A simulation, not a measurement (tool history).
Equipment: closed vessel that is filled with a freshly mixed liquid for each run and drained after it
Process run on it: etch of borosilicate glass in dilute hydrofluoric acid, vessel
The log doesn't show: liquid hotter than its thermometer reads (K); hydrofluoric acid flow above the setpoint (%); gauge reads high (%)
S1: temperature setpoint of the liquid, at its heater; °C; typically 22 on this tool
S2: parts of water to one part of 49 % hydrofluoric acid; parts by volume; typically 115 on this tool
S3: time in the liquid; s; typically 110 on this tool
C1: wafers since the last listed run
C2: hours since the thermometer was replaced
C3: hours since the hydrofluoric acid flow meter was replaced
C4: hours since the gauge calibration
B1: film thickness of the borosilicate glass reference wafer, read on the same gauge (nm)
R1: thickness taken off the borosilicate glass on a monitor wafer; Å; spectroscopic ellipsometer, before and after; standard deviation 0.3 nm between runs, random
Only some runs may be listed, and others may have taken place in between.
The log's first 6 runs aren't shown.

| run | hour | S1 | S2 | S3 | C1 | C2 | C3 | C4 | B1 | R1 |
|---|---|---|---|---|---|---|---|---|---|---|
| 7 | 408.7 | 26 | 130 | 110 | 2928 | 1656.7 | 903.1 | 2164.2 | 150.01 | 371.5 |
| 8 | 475.3 | 26 | 130 | 110 | 4722 | 1723.3 | 969.7 | 2230.8 | 149.98 | 376.8 |
| 9 | 543.3 | 26 | 130 | 110 | 4821 | 1791.3 | 1037.7 | 2298.8 | 150 | 373.3 |
| 10 | 607.2 | 22 | 115 | 110 | 4530 | 1855.2 | 1101.6 | 2362.7 | 150 | 374.6 |
|  | 640.8 | hydrofluoric acid flow meter replaced |
| 11 | 659.4 | 24.5 | 100 | 110 | 3630 | 1907.4 | 18.6 | 2414.9 | 150 | 479.2 |
| 12 | 717.1 | 18.5 | 115 | 55 | 4091 | 1965.1 | 76.3 | 2472.6 | 150 | 160.1 |
| 13 | 770.6 | 24 | 150 | 60 | 3793 | 2018.6 | 129.8 | 2526.1 | 149.99 | 161.8 |
| 14 | 831.5 | 22 | 90 | 110 | 4318 | 2079.5 | 190.7 | 2587 | 150.01 | 499.8 |
| 15 | 1045.1 | 19 | 70 | 155 | 15145 | 2293.1 | 404.3 | 2800.6 | 149.98 | 814.8 |
| 16 | 1106.7 | 22 | 115 | 145 | 4367 | 2354.7 | 465.9 | 2862.2 | 150.02 | 494 |
| 17 | 1139.2 | 26 | 60 | 135 | 2304 | 2387.2 | 498.4 | 2894.7 | 150 | 1112.3 |
| 18 | 1194.5 | 22 | 115 | 70 | 3921 | 2442.5 | 553.7 | 2950 | 150 | 239.1 |
|  | 1219.5 | gauge calibrated |
| 19 | 1247.6 | 23.5 | 150 | 140 | 3765 | 2495.6 | 606.8 | 28.1 | 149.99 | 374.8 |
| 20 | 1307 | 22 | 115 | 110 | 4211 | 2555 | 666.2 | 87.5 | 150.02 | 376.2 |
| 21 | 1369 | 22 | 160 | 110 | 4396 | 2617 | 728.2 | 149.5 | 150.01 | 259.3 |
| 22 | 1416.9 | 19 | 160 | 75 | 3396 | 2664.9 | 776.1 | 197.4 | 150 | 159.6 |

What will run 23 give?
| 23 | 1441.6 | 26 | 130 | 110 | 1751 | 2689.6 | 800.8 | 222.1 | ? | ? |

B1: 150.01
R1: 380.4 Å
The same run, on a tool lacking any hidden state, would have yielded R1 359.6 Å.

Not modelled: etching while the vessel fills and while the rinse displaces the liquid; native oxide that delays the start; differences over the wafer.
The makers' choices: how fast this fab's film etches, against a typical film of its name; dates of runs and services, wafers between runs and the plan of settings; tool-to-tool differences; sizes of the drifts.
